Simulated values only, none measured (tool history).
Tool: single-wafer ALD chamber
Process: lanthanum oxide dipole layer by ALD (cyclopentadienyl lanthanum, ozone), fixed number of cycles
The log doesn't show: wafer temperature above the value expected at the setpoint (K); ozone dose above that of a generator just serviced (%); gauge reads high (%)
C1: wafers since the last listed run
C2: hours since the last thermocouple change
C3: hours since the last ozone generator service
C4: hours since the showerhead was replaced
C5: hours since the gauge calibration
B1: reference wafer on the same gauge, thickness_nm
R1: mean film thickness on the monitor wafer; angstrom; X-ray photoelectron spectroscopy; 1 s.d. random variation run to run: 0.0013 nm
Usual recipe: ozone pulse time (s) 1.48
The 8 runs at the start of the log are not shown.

{"hour": 507.6, "done": "thermocouple changed; heater temperature recalibrated"}
{"run": 9, "hour": 510.4, "ozone pulse time (s)": 1.48, "C1": 738, "C2": 2.8, "C3": 82.2, "C4": 2541, "C5": 1562.1, "B1": 0.518, "R1": 5.28}
{"run": 10, "hour": 605.9, "ozone pulse time (s)": 1.48, "C1": 1573, "C2": 98.3, "C3": 177.7, "C4": 2636.5, "C5": 1657.6, "B1": 0.518, "R1": 5.26}
{"run": 11, "hour": 680.7, "ozone pulse time (s)": 1.63, "C1": 1232, "C2": 173.1, "C3": 252.5, "C4": 2711.3, "C5": 1732.4, "B1": 0.518, "R1": 5.38}
{"run": 12, "hour": 729.5, "ozone pulse time (s)": 1.63, "C1": 804, "C2": 221.9, "C3": 301.3, "C4": 2760.1, "C5": 1781.2, "B1": 0.518, "R1": 5.35}
{"hour": 788.5, "done": "gauge calibrated"}
{"run": 13, "hour": 815.0, "ozone pulse time (s)": 1.63, "C1": 1409, "C2": 307.4, "C3": 386.8, "C4": 2845.6, "C5": 26.5, "B1": 0.517, "R1": 5.34}
{"run": 14, "hour": 853.2, "ozone pulse time (s)": 1.48, "C1": 629, "C2": 345.6, "C3": 425, "C4": 2883.8, "C5": 64.7, "B1": 0.518, "R1": 5.23}
{"run": 15, "hour": 923.5, "ozone pulse time (s)": 0.91, "C1": 1158, "C2": 415.9, "C3": 495.3, "C4": 2954.1, "C5": 135, "B1": 0.518, "R1": 4}
{"run": 16, "hour": 983.6, "ozone pulse time (s)": 1.28, "C1": 990, "C2": 476, "C3": 555.4, "C4": 3014.2, "C5": 195.1, "B1": 0.518, "R1": 4.96}
{"run": 17, "hour": 1091.1, "ozone pulse time (s)": 1.27, "C1": 1771, "C2": 583.5, "C3": 662.9, "C4": 3121.7, "C5": 302.6, "B1": 0.518, "R1": 4.92}
{"run": 18, "hour": 1145.2, "ozone pulse time (s)": 1.16, "C1": 891, "C2": 637.6, "C3": 717, "C4": 3175.8, "C5": 356.7, "B1": 0.518, "R1": 4.7}
{"run": 19, "hour": 1204.7, "ozone pulse time (s)": 2.04, "C1": 980, "C2": 697.1, "C3": 776.5, "C4": 3235.3, "C5": 416.2, "B1": 0.518, "R1": 5.47}
{"hour": 1271.9, "done": "ozone generator serviced"}
{"hour": 1297.7, "done": "showerhead replaced"}
{"run": 20, "hour": 1392.5, "ozone pulse time (s)": 2.04, "C1": 2831, "C2": 884.9, "C3": 120.6, "C4": 94.8, "C5": 604, "B1": 0.518, "R1": 5.49}
{"run": 21, "hour": 1444.3, "ozone pulse time (s)": 1.48, "C1": 853, "C2": 936.7, "C3": 172.4, "C4": 146.6, "C5": 655.8, "B1": 0.518, "R1": 5.23}
{"run": 22, "hour": 1498.6, "ozone pulse time (s)": 1.74, "C1": 894, "C2": 991, "C3": 226.7, "C4": 200.9, "C5": 710.1, "B1": 0.518, "R1": 5.39}
{"run": 23, "hour": 1545.5, "ozone pulse time (s)": 1.12, "C1": 772, "C2": 1037.9, "C3": 273.6, "C4": 247.8, "C5": 757, "B1": 0.517, "R1": 4.69}
{"run": 24, "hour": 1623.9, "ozone pulse time (s)": 1.86, "C1": 1292, "C2": 1116.3, "C3": 352, "C4": 326.2, "C5": 835.4, "B1": 0.518, "R1": 5.43}
{"hour": 1695.8, "done": "thermocouple changed; heater temperature recalibrated"}
{"run": 25, "hour": 1722.5, "ozone pulse time (s)": 1.84, "C1": 1493, "C2": 26.7, "C3": 450.6, "C4": 424.8, "C5": 934, "B1": 0.518, "R1": 5.43}
{"run": 26, "hour": 1773.8, "ozone pulse time (s)": 1.48, "C1": 845, "C2": 78, "C3": 501.9, "C4": 476.1, "C5": 985.3, "B1": 0.518, "R1": 5.18}
{"run": 27, "hour": 1820.2, "ozone pulse time (s)": 1.86, "C1": 764, "C2": 124.4, "C3": 548.3, "C4": 522.5, "C5": 1031.7, "B1": 0.518, "R1": 5.45}
{"run": 28, "hour": 1870.0, "ozone pulse time (s)": 1.21, "C1": 820, "C2": 174.2, "C3": 598.1, "C4": 572.3, "C5": 1081.5, "B1": 0.518, "R1": 4.83}
{"run": 29, "hour": 1930.5, "ozone pulse time (s)": 1.7, "C1": 997, "C2": 234.7, "C3": 658.6, "C4": 632.8, "C5": 1142, "B1": 0.518, "R1": 5.36}
{"hour": 2033.4, "done": "ozone generator serviced"}
{"run": 30, "hour": 2033.9, "ozone pulse time (s)": 1.48, "C1": 1572, "C2": 338.1, "C3": 0.5, "C4": 736.2, "C5": 1245.4, "B1": 0.518, "R1": 5.27}
{"run": 31, "hour": 2076.5, "ozone pulse time (s)": 1.48, "C1": 702, "C2": 380.7, "C3": 43.1, "C4": 778.8, "C5": 1288, "B1": 0.517, "R1": 5.28}
{"run": 32, "hour": 2138.9, "ozone pulse time (s)": 1.3, "C1": 1028, "C2": 443.1, "C3": 105.5, "C4": 841.2, "C5": 1350.4, "B1": 0.517, "R1": 5.08}
{"run": 33, "hour": 2180.8, "ozone pulse time (s)": 1.1, "C1": 690, "C2": 485, "C3": 147.4, "C4": 883.1, "C5": 1392.3, "B1": 0.518, "R1": 4.69}

Each row is a separate what-if for the run after 33, all from the same tool condition, not one after another. Results?
{"run": "A", "hour": 2181.2, "ozone pulse time (s)": 1.48, "C1": 6, "C2": 485.4, "C3": 147.8, "C4": 883.5, "C5": 1392.7, "B1": "?", "R1": "?"}
{"run": "B", "hour": 2181.2, "ozone pulse time (s)": 1.08, "C1": 6, "C2": 485.4, "C3": 147.8, "C4": 883.5, "C5": 1392.7, "B1": "?", "R1": "?"}
{"run": "C", "hour": 2181.2, "ozone pulse time (s)": 1.26, "C1": 6, "C2": 485.4, "C3": 147.8, "C4": 883.5, "C5": 1392.7, "B1": "?", "R1": "?"}
{"run": "D", "hour": 2181.2, "ozone pulse time (s)": 1.19, "C1": 6, "C2": 485.4, "C3": 147.8, "C4": 883.5, "C5": 1392.7, "B1": "?", "R1": "?"}
{"run": "E", "hour": 2181.2, "ozone pulse time (s)": 1.79, "C1": 6, "C2": 485.4, "C3": 147.8, "C4": 883.5, "C5": 1392.7, "B1": "?", "R1": "?"}

run=A B1=0.518 R1=5.25
run=B B1=0.518 R1=4.63
run=C B1=0.518 R1=4.99
run=D B1=0.518 R1=4.87
run=E B1=0.518 R1=5.43
Stripped of hidden state, with their random variation kept, the same runs would have yielded:
run=A R1=5.28
run=B R1=4.68
run=C R1=5.03
run=D R1=4.92
run=E R1=5.44
